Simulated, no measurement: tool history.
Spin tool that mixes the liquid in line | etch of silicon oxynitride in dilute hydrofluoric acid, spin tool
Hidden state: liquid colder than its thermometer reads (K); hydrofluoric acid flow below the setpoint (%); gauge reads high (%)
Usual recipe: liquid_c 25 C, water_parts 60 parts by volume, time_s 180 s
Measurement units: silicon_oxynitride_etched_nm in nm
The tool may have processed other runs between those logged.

| run | hour | liquid_c | water_parts | time_s | wafers since the last listed run | hours since the thermometer was replaced | hours since the hydrofluoric acid flow meter was replaced | hours since the gauge calibration | read-back film thickness of the silicon oxynitride reference wafer, read on the same gauge (nm) | silicon_oxynitride_etched_nm |
|---|---|---|---|---|---|---|---|---|---|---|
| 1 | 0 | 24 | 60 | 180 | 0 | 1284.2 | 810.5 | 1621.3 | 50.01 | 14.1 |
| 2 | 42.5 | 24 | 60 | 180 | 298 | 1326.7 | 853 | 1663.8 | 50.01 | 13.98 |
| 3 | 94 | 24 | 60 | 180 | 361 | 1378.2 | 904.5 | 1715.3 | 50.03 | 14.16 |
| 4 | 166.4 | 22 | 60 | 180 | 508 | 1450.6 | 976.9 | 1787.7 | 50.03 | 12.72 |
| 5 | 233.4 | 22 | 60 | 180 | 470 | 1517.6 | 1043.9 | 1854.7 | 50 | 12.63 |
| 6 | 279.7 | 25 | 65 | 180 | 324 | 1563.9 | 1090.2 | 1901 | 50 | 13.43 |
|  | 336.4 | gauge calibrated |
| 7 | 378.8 | 25 | 65 | 180 | 695 | 1663 | 1189.3 | 42.4 | 50 | 13.42 |
| 8 | 442.3 | 25 | 60 | 180 | 445 | 1726.5 | 1252.8 | 105.9 | 50.01 | 14.63 |
| 9 | 494 | 25 | 35 | 180 | 362 | 1778.2 | 1304.5 | 157.6 | 50 | 25.56 |
| 10 | 533.6 | 25 | 60 | 150 | 277 | 1817.8 | 1344.1 | 197.2 | 50.01 | 12.22 |
| 11 | 628.5 | 23 | 75 | 80 | 666 | 1912.7 | 1439 | 292.1 | 50.02 | 4.66 |
| 12 | 673.9 | 25 | 60 | 205 | 318 | 1958.1 | 1484.4 | 337.5 | 50.01 | 16.74 |
| 13 | 759 | 22.5 | 30 | 220 | 597 | 2043.2 | 1569.5 | 422.6 | 50 | 32.31 |
| 14 | 809 | 25 | 35 | 285 | 350 | 2093.2 | 1619.5 | 472.6 | 50.02 | 40.67 |
| 15 | 915.7 | 25 | 60 | 90 | 748 | 2199.9 | 1726.2 | 579.3 | 50.01 | 7.31 |
| 16 | 989 | 29 | 85 | 290 | 514 | 2273.2 | 1799.5 | 652.6 | 50.01 | 19.38 |
| 17 | 1035.1 | 28 | 35 | 135 | 323 | 2319.3 | 1845.6 | 698.7 | 49.98 | 22.24 |
| 18 | 1080.7 | 25 | 60 | 180 | 320 | 2364.9 | 1891.2 | 744.3 | 50.01 | 14.6 |
| 19 | 1144.3 | 25 | 60 | 180 | 446 | 2428.5 | 1954.8 | 807.9 | 50.01 | 14.24 |
| 20 | 1223.3 | 25 | 40 | 90 | 554 | 2507.5 | 2033.8 | 886.9 | 49.98 | 11.13 |
| 21 | 1279.4 | 25 | 60 | 180 | 393 | 2563.6 | 2089.9 | 943 | 49.99 | 14.34 |
|  | 1284.5 | hydrofluoric acid flow meter replaced |
| 22 | 1330 | 25 | 30 | 180 | 348 | 2614.2 | 45.5 | 993.6 | 50 | 30.75 |
|  | 1363 | thermometer replaced |
| 23 | 1397.3 | 21.5 | 35 | 180 | 465 | 34.3 | 112.8 | 1060.9 | 49.96 | 22.31 |
| 24 | 1446.8 | 25 | 60 | 180 | 347 | 83.8 | 162.3 | 1110.4 | 50.01 | 15.14 |
| 25 | 1511.4 | 28 | 45 | 230 | 453 | 148.4 | 226.9 | 1175 | 49.99 | 29.9 |
| 26 | 1614.4 | 23.5 | 60 | 180 | 722 | 251.4 | 329.9 | 1278 | 50.01 | 13.82 |
| 27 | 1665.7 | 25 | 60 | 180 | 360 | 302.7 | 381.2 | 1329.3 | 49.99 | 15.1 |
| 28 | 1722.6 | 29 | 60 | 180 | 399 | 359.6 | 438.1 | 1386.2 | 50.01 | 18 |
| 29 | 1788.4 | 25 | 60 | 180 | 461 | 425.4 | 503.9 | 1452 | 50 | 14.88 |
| 30 | 1848.3 | 25 | 45 | 180 | 420 | 485.3 | 563.8 | 1511.9 | 49.99 | 20.22 |
| 31 | 1901 | 25 | 60 | 180 | 369 | 538 | 616.5 | 1564.6 | 49.99 | 14.93 |
| 32 | 1993 | 28 | 90 | 95 | 645 | 630 | 708.5 | 1656.6 | 50.02 | 5.86 |
| 33 | 2089.5 | 25 | 50 | 180 | 677 | 726.5 | 805 | 1753.1 | 49.99 | 18.15 |

What the log doesn't show, run by run:
liquid colder than its thermometer reads (K): 0 in every run
gauge reads high (%): 0 in every run
H1: hydrofluoric acid flow below the setpoint (%)
| run | H1 |
|---|---|
| 1 | 1.97 |
| 2 | 2.04 |
| 3 | 2.12 |
| 4 | 2.23 |
| 5 | 2.33 |
| 6 | 2.4 |
| 7 | 2.55 |
| 8 | 2.65 |
| 9 | 2.73 |
| 10 | 2.79 |
| 11 | 2.94 |
| 12 | 3.01 |
| 13 | 3.14 |
| 14 | 3.22 |
| 15 | 3.38 |
| 16 | 3.5 |
| 17 | 3.57 |
| 18 | 3.64 |
| 19 | 3.73 |
| 20 | 3.86 |
| 21 | 3.94 |
| 22 | 0.403 |
| 23 | 0.507 |
| 24 | 0.583 |
| 25 | 0.683 |
| 26 | 0.841 |
| 27 | 0.921 |
| 28 | 1.01 |
| 29 | 1.11 |
| 30 | 1.2 |
| 31 | 1.28 |
| 32 | 1.42 |
| 33 | 1.57 |
